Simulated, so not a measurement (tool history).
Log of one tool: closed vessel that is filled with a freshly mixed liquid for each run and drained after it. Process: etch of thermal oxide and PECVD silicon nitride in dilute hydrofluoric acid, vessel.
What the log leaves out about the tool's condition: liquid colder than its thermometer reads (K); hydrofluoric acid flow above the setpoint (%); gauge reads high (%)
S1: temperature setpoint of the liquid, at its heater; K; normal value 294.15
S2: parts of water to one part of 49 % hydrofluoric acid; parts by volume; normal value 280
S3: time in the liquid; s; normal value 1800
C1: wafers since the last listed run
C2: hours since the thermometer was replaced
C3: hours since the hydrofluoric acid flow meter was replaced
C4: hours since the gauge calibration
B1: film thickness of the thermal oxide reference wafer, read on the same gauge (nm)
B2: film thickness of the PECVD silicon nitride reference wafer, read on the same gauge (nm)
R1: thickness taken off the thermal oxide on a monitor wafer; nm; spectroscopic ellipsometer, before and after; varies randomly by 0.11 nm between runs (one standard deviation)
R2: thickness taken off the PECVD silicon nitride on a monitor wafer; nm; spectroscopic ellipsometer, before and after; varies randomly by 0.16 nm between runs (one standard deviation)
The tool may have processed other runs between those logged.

run 1 hour=0 | S1=294.15 S2=185 S3=1800 | C1=0 C2=117.9 C3=459.7 C4=893.7 | B1=150 B2=89.99 | R1=37.29 R2=51.28
run 2 hour=61.1 | S1=291.15 S2=390 S3=1800 | C1=3050 C2=179 C3=520.8 C4=954.8 | B1=149.97 B2=89.99 | R1=13.07 R2=20.45
run 3 hour=96.9 | S1=299.15 S2=235 S3=2505 | C1=1787 C2=214.8 C3=556.6 C4=990.6 | B1=149.96 B2=90.01 | R1=46.7 R2=77.09
run 4 hour=149.1 | S1=294.15 S2=280 S3=1800 | C1=2606 C2=267 C3=608.8 C4=1042.8 | B1=150.02 B2=90.01 | R1=22.12 R2=33.83
run 5 hour=209.6 | S1=294.15 S2=280 S3=1800 | C1=3020 C2=327.5 C3=669.3 C4=1103.3 | B1=150.04 B2=90 | R1=22.02 R2=33.71
run 6 hour=272.9 | S1=299.15 S2=280 S3=1410 | C1=3160 C2=390.8 C3=732.6 C4=1166.6 | B1=150.03 B2=90 | R1=20.69 R2=35.92
run 7 hour=315.6 | S1=290.15 S2=280 S3=1800 | C1=2131 C2=433.5 C3=775.3 C4=1209.3 | B1=150.03 B2=90 | R1=18.86 R2=25.73
run 8 hour=379.1 | S1=294.15 S2=280 S3=1800 | C1=3170 C2=497 C3=838.8 C4=1272.8 | B1=149.96 B2=90 | R1=21.8 R2=33.11
run 9 hour=442.3 | S1=294.15 S2=280 S3=1800 | C1=3155 C2=560.2 C3=902 C4=1336 | B1=150 B2=90 | R1=21.91 R2=32.86
run 10 hour=475.2 | S1=291.15 S2=390 S3=1800 | C1=1642 C2=593.1 C3=934.9 C4=1368.9 | B1=150.01 B2=90.01 | R1=12.79 R2=19.93
run 11 hour=504.3 | S1=294.15 S2=280 S3=1800 | C1=1452 C2=622.2 C3=964 C4=1398 | B1=150.04 B2=90 | R1=21.83 R2=33.16
run 12 hour=561.8 | S1=295.65 S2=175 S3=1050 | C1=2870 C2=679.7 C3=1021.5 C4=1455.5 | B1=150.02 B2=90 | R1=23.88 R2=33.33
-- hour=615.3 gauge calibrated
run 13 hour=619 | S1=294.15 S2=360 S3=2850 | C1=2855 C2=736.9 C3=1078.7 C4=3.7 | B1=149.99 B2=90.01 | R1=24.83 R2=40.42
run 14 hour=653.9 | S1=298.65 S2=280 S3=1800 | C1=1742 C2=771.8 C3=1113.6 C4=38.6 | B1=149.97 B2=89.97 | R1=25.61 R2=43.28
run 15 hour=708.7 | S1=294.15 S2=280 S3=1800 | C1=2736 C2=826.6 C3=1168.4 C4=93.4 | B1=149.97 B2=90.01 | R1=21.76 R2=32.47
run 16 hour=780 | S1=294.15 S2=385 S3=755 | C1=3559 C2=897.9 C3=1239.7 C4=164.7 | B1=149.99 B2=90.02 | R1=5.98 R2=9.93
run 17 hour=841.5 | S1=294.15 S2=280 S3=1800 | C1=3070 C2=959.4 C3=1301.2 C4=226.2 | B1=149.99 B2=90.01 | R1=21.67 R2=31.97
run 18 hour=867.9 | S1=290.65 S2=395 S3=1800 | C1=1318 C2=985.8 C3=1327.6 C4=252.6 | B1=149.99 B2=90.02 | R1=12.21 R2=18.37
run 19 hour=902.8 | S1=294.15 S2=280 S3=1800 | C1=1742 C2=1020.7 C3=1362.5 C4=287.5 | B1=149.99 B2=90 | R1=21.51 R2=32.02
run 20 hour=957.7 | S1=294.15 S2=235 S3=2260 | C1=2741 C2=1075.6 C3=1417.4 C4=342.4 | B1=150.01 B2=89.99 | R1=33.34 R2=47.4
run 21 hour=1001.4 | S1=294.15 S2=205 S3=1800 | C1=2181 C2=1119.3 C3=1461.1 C4=386.1 | B1=150.03 B2=90 | R1=31.18 R2=42.76
run 22 hour=1070.4 | S1=299.15 S2=280 S3=1800 | C1=3445 C2=1188.3 C3=1530.1 C4=455.1 | B1=149.97 B2=90 | R1=25.49 R2=42.79
run 23 hour=1138 | S1=297.15 S2=370 S3=1330 | C1=3375 C2=1255.9 C3=1597.7 C4=522.7 | B1=149.97 B2=90 | R1=12.11 R2=21.14
run 24 hour=1169.3 | S1=295.65 S2=410 S3=1800 | C1=1562 C2=1287.2 C3=1629 C4=554 | B1=150 B2=89.98 | R1=13.63 R2=23.92
run 25 hour=1197.7 | S1=294.15 S2=280 S3=1800 | C1=1417 C2=1315.6 C3=1657.4 C4=582.4 | B1=149.99 B2=90 | R1=21.07 R2=31.25

Consider 5 possible next runs. They are alternatives, not a sequence: every one starts from the tool as it was left by run 25. What does each give?
run A hour=1198.9 | S1=290.65 S2=280 S3=1800 | C1=59 C2=1316.8 C3=1658.6 C4=583.6 | B1=? B2=? | R1=? R2=?
run B hour=1198.9 | S1=294.15 S2=155 S3=2155 | C1=59 C2=1316.8 C3=1658.6 C4=583.6 | B1=? B2=? | R1=? R2=?
run C hour=1198.9 | S1=290.15 S2=175 S3=1315 | C1=59 C2=1316.8 C3=1658.6 C4=583.6 | B1=? B2=? | R1=? R2=?
run D hour=1198.9 | S1=290.15 S2=365 S3=2675 | C1=59 C2=1316.8 C3=1658.6 C4=583.6 | B1=? B2=? | R1=? R2=?
run E hour=1198.9 | S1=296.15 S2=280 S3=2360 | C1=59 C2=1316.8 C3=1658.6 C4=583.6 | B1=? B2=? | R1=? R2=?

run=A B1=150 B2=90 R1=18.56 R2=24.61
run=B B1=150 B2=90 R1=51.61 R2=65.65
run=C B1=150 B2=90 R1=23.26 R2=27.13
run=D B1=150 B2=90 R1=19.41 R2=27.6
run=E B1=150 B2=90 R1=29.94 R2=46.15
Without the tool's hidden state the same runs would have given:
run=A R1=20.06 R2=28.13
run=B R1=55.92 R2=75.12
run=C R1=25.26 R2=31.17
run=D R1=20.92 R2=31.47
run=E R1=32.2 R2=52.37
